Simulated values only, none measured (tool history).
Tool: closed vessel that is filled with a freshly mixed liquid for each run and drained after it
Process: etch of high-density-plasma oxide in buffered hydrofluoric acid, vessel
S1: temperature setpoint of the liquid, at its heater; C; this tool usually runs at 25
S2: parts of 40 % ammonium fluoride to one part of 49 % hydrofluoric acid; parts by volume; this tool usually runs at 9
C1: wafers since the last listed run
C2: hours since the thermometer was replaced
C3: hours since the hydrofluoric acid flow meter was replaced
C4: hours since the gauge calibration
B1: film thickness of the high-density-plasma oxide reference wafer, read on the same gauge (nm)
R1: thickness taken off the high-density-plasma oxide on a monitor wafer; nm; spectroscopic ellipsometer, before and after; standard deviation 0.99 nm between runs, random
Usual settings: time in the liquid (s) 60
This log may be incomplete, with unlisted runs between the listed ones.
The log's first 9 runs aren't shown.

{"run": 10, "hour": 762.9, "S1": 28, "S2": 11, "time in the liquid (s)": 60, "C1": 5705, "C2": 1566, "C3": 84.4, "C4": 1841.9, "B1": 29.98, "R1": 143.07}
{"run": 11, "hour": 849.9, "S1": 28, "S2": 10, "time in the liquid (s)": 80, "C1": 8164, "C2": 1653, "C3": 171.4, "C4": 1928.9, "B1": 30.01, "R1": 211.58}
{"hour": 875.6, "done": "gauge calibrated"}
{"run": 12, "hour": 924.9, "S1": 22, "S2": 10.5, "time in the liquid (s)": 45, "C1": 7038, "C2": 1728, "C3": 246.4, "C4": 49.3, "B1": 29.99, "R1": 81.92}
{"run": 13, "hour": 972.9, "S1": 25, "S2": 9, "time in the liquid (s)": 60, "C1": 4504, "C2": 1776, "C3": 294.4, "C4": 97.3, "B1": 30.02, "R1": 146.11}
{"hour": 1001.6, "done": "thermometer replaced"}
{"run": 14, "hour": 1030.1, "S1": 25, "S2": 7.5, "time in the liquid (s)": 60, "C1": 5274, "C2": 28.5, "C3": 351.6, "C4": 154.5, "B1": 30, "R1": 167.32}
{"run": 15, "hour": 1067.7, "S1": 25, "S2": 8, "time in the liquid (s)": 60, "C1": 3528, "C2": 66.1, "C3": 389.2, "C4": 192.1, "B1": 30.01, "R1": 156.6}
{"run": 16, "hour": 1146.6, "S1": 25, "S2": 9, "time in the liquid (s)": 60, "C1": 7404, "C2": 145, "C3": 468.1, "C4": 271, "B1": 30.01, "R1": 137.23}
{"run": 17, "hour": 1233.5, "S1": 28, "S2": 9, "time in the liquid (s)": 75, "C1": 8155, "C2": 231.9, "C3": 555, "C4": 357.9, "B1": 29.97, "R1": 202.27}
{"run": 18, "hour": 1281.9, "S1": 21.5, "S2": 11.5, "time in the liquid (s)": 40, "C1": 4542, "C2": 280.3, "C3": 603.4, "C4": 406.3, "B1": 30, "R1": 62.28}
{"run": 19, "hour": 1334.4, "S1": 25, "S2": 9, "time in the liquid (s)": 60, "C1": 4927, "C2": 332.8, "C3": 655.9, "C4": 458.8, "B1": 29.97, "R1": 141.2}
{"run": 20, "hour": 1440.9, "S1": 25, "S2": 10.5, "time in the liquid (s)": 90, "C1": 9994, "C2": 439.3, "C3": 762.4, "C4": 565.3, "B1": 29.99, "R1": 186.64}
{"run": 21, "hour": 1641.9, "S1": 28.5, "S2": 9, "time in the liquid (s)": 30, "C1": 18863, "C2": 640.3, "C3": 963.4, "C4": 766.3, "B1": 29.99, "R1": 85.52}
{"run": 22, "hour": 1689.2, "S1": 25, "S2": 9, "time in the liquid (s)": 85, "C1": 4439, "C2": 687.6, "C3": 1010.7, "C4": 813.6, "B1": 29.99, "R1": 203.11}
{"run": 23, "hour": 1730.7, "S1": 20.5, "S2": 12, "time in the liquid (s)": 75, "C1": 3894, "C2": 729.1, "C3": 1052.2, "C4": 855.1, "B1": 30, "R1": 111.27}
{"run": 24, "hour": 1795.9, "S1": 25, "S2": 9, "time in the liquid (s)": 60, "C1": 6118, "C2": 794.3, "C3": 1117.4, "C4": 920.3, "B1": 30.01, "R1": 146.56}
{"run": 25, "hour": 1856.6, "S1": 23, "S2": 9, "time in the liquid (s)": 40, "C1": 5696, "C2": 855, "C3": 1178.1, "C4": 981, "B1": 30.03, "R1": 87.88}
{"run": 26, "hour": 1929.7, "S1": 30, "S2": 7, "time in the liquid (s)": 80, "C1": 6860, "C2": 928.1, "C3": 1251.2, "C4": 1054.1, "B1": 30.01, "R1": 333.78}
{"run": 27, "hour": 2034.8, "S1": 28, "S2": 12.5, "time in the liquid (s)": 75, "C1": 9863, "C2": 1033.2, "C3": 1356.3, "C4": 1159.2, "B1": 30.01, "R1": 164.17}
{"run": 28, "hour": 2071.1, "S1": 27.5, "S2": 10.5, "time in the liquid (s)": 90, "C1": 3406, "C2": 1069.5, "C3": 1392.6, "C4": 1195.5, "B1": 29.98, "R1": 225.23}
{"run": 29, "hour": 2125.2, "S1": 25, "S2": 9, "time in the liquid (s)": 60, "C1": 5077, "C2": 1123.6, "C3": 1446.7, "C4": 1249.6, "B1": 29.99, "R1": 149.36}
{"run": 30, "hour": 2228.3, "S1": 25, "S2": 9, "time in the liquid (s)": 95, "C1": 9675, "C2": 1226.7, "C3": 1549.8, "C4": 1352.7, "B1": 29.99, "R1": 236.12}
{"run": 31, "hour": 2287.9, "S1": 27.5, "S2": 10.5, "time in the liquid (s)": 90, "C1": 5593, "C2": 1286.3, "C3": 1609.4, "C4": 1412.3, "B1": 30, "R1": 229}

Each row is a separate what-if for the run after 31, all from the same tool condition, not one after another. Results?
{"run": "A", "hour": 2288.6, "S1": 25, "S2": 9, "time in the liquid (s)": 60, "C1": 65, "C2": 1287, "C3": 1610.1, "C4": 1413, "B1": "?", "R1": "?"}
{"run": "B", "hour": 2288.6, "S1": 27, "S2": 11.5, "time in the liquid (s)": 50, "C1": 65, "C2": 1287, "C3": 1610.1, "C4": 1413, "B1": "?", "R1": "?"}
{"run": "C", "hour": 2288.6, "S1": 25, "S2": 9, "time in the liquid (s)": 50, "C1": 65, "C2": 1287, "C3": 1610.1, "C4": 1413, "B1": "?", "R1": "?"}
{"run": "D", "hour": 2288.6, "S1": 25, "S2": 7.5, "time in the liquid (s)": 90, "C1": 65, "C2": 1287, "C3": 1610.1, "C4": 1413, "B1": "?", "R1": "?"}

run=A B1=29.96 R1=150.72
run=B B1=29.96 R1=113.46
run=C B1=29.96 R1=125.6
run=D B1=29.96 R1=275.36
Take away the tool's hidden state, keep each run's random variation, and the runs would have read:
run=A R1=132
run=B R1=100.07
run=C R1=110
run=D R1=241.24
